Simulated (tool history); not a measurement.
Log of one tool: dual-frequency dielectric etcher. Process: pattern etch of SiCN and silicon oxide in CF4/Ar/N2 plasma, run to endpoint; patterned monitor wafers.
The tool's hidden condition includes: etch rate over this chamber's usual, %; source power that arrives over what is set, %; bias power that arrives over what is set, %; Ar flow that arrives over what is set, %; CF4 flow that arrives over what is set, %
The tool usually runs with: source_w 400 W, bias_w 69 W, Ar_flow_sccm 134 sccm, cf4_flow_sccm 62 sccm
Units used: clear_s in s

| run | day | source_w | bias_w | Ar_flow_sccm | cf4_flow_sccm | wafers since the last listed run | hours since the last wet clean | hours since the last source power generator calibration | hours since the last bias power generator calibration | hours since the last Ar flow controller change | hours since the last CF4 flow controller change | hours since the last upper electrode change | incoming incoming film thickness, nm | clear_s |
|---|---|---|---|---|---|---|---|---|---|---|---|---|---|---|
| 1 | 0 | 400 | 69 | 134 | 62 | 0 | 367.4 | 1701.8 | 4047.4 | 1855.2 | 3589.1 | 3610.9 | 9.62 | 13.6 |
| 2 | 2.208 | 400 | 69 | 134 | 62 | 971 | 420.4 | 1754.8 | 4100.4 | 1908.2 | 3642.1 | 3663.9 | 9.55 | 13.4 |
| 3 | 3.5 | 400 | 69 | 134 | 62 | 568 | 451.4 | 1785.8 | 4131.4 | 1939.2 | 3673.1 | 3694.9 | 9.63 | 13.5 |
|  | 5.588 | upper electrode replaced |
| 4 | 5.608 | 400 | 69 | 134 | 55 | 487 | 502 | 1836.4 | 4182 | 1989.8 | 3723.7 | 0.5 | 9.62 | 13.6 |
| 5 | 5.917 | 450 | 69 | 134 | 62 | 135 | 509.4 | 1843.8 | 4189.4 | 1997.2 | 3731.1 | 7.9 | 9.51 | 11.9 |
| 6 | 6.425 | 400 | 60 | 123 | 62 | 223 | 521.6 | 1856 | 4201.6 | 2009.4 | 3743.3 | 20.1 | 9.6 | 13.8 |
|  | 6.95 | Ar flow controller replaced |
| 7 | 7.867 | 400 | 69 | 134 | 62 | 524 | 556.2 | 1890.6 | 4236.2 | 22 | 3777.9 | 54.7 | 9.64 | 13.5 |
|  | 8.233 | bias power generator calibrated |
| 8 | 8.512 | 400 | 69 | 134 | 62 | 210 | 571.7 | 1906.1 | 6.7 | 37.5 | 3793.4 | 70.2 | 9.58 | 13.2 |
|  | 9.2 | CF4 flow controller replaced |
| 9 | 9.221 | 400 | 69 | 146 | 67 | 201 | 588.7 | 1923.1 | 23.7 | 54.5 | 0.5 | 87.2 | 9.76 | 13.7 |
| 10 | 9.962 | 400 | 69 | 134 | 62 | 326 | 606.5 | 1940.9 | 41.5 | 72.3 | 18.3 | 105 | 9.66 | 13.4 |
|  | 10.458 | source power generator calibrated |
| 11 | 11.067 | 400 | 69 | 112 | 69 | 412 | 633 | 14.6 | 68 | 98.8 | 44.8 | 131.5 | 9.57 | 12.6 |
|  | 12.538 | wet clean of the chamber |
| 12 | 12.558 | 400 | 69 | 134 | 54 | 216 | 0.5 | 50.4 | 103.8 | 134.6 | 80.6 | 167.3 | 9.49 | 13.8 |
| 13 | 13.246 | 400 | 60 | 152 | 62 | 302 | 17 | 66.9 | 120.3 | 151.1 | 97.1 | 183.8 | 9.58 | 14.8 |
| 14 | 14.108 | 400 | 69 | 112 | 69 | 379 | 37.7 | 87.6 | 141 | 171.8 | 117.8 | 204.5 | 9.59 | 13.1 |
| 15 | 15.267 | 400 | 52 | 134 | 55 | 509 | 65.5 | 115.4 | 168.8 | 199.6 | 145.6 | 232.3 | 9.63 | 15.5 |
| 16 | 16.517 | 330 | 69 | 115 | 75 | 550 | 95.5 | 145.4 | 198.8 | 229.6 | 175.6 | 262.3 | 9.68 | 15.8 |

5 options for the next run, each taken on its own from the tool as it stands now. Forecast them:
| A | 16.533 | 400 | 61 | 134 | 62 | 7 | 95.9 | 145.8 | 199.2 | 230 | 176 | 262.7 | 9.54 | ? |
| B | 16.533 | 400 | 69 | 104 | 57 | 7 | 95.9 | 145.8 | 199.2 | 230 | 176 | 262.7 | 9.54 | ? |
| C | 16.533 | 370 | 69 | 134 | 62 | 7 | 95.9 | 145.8 | 199.2 | 230 | 176 | 262.7 | 9.54 | ? |
| D | 16.533 | 400 | 80 | 134 | 71 | 7 | 95.9 | 145.8 | 199.2 | 230 | 176 | 262.7 | 9.54 | ? |
| E | 16.533 | 370 | 76 | 152 | 69 | 7 | 95.9 | 145.8 | 199.2 | 230 | 176 | 262.7 | 9.54 | ? |

| run | clear_s |
|---|---|
| A | 14.2 |
| B | 13 |
| C | 14.7 |
| D | 12.8 |
| E | 14.4 |
What these runs would have given with no unlogged condition in the tool:
| run | clear_s |
|---|---|
| A | 14.4 |
| B | 13.1 |
| C | 14.8 |
| D | 13 |
| E | 14.6 |

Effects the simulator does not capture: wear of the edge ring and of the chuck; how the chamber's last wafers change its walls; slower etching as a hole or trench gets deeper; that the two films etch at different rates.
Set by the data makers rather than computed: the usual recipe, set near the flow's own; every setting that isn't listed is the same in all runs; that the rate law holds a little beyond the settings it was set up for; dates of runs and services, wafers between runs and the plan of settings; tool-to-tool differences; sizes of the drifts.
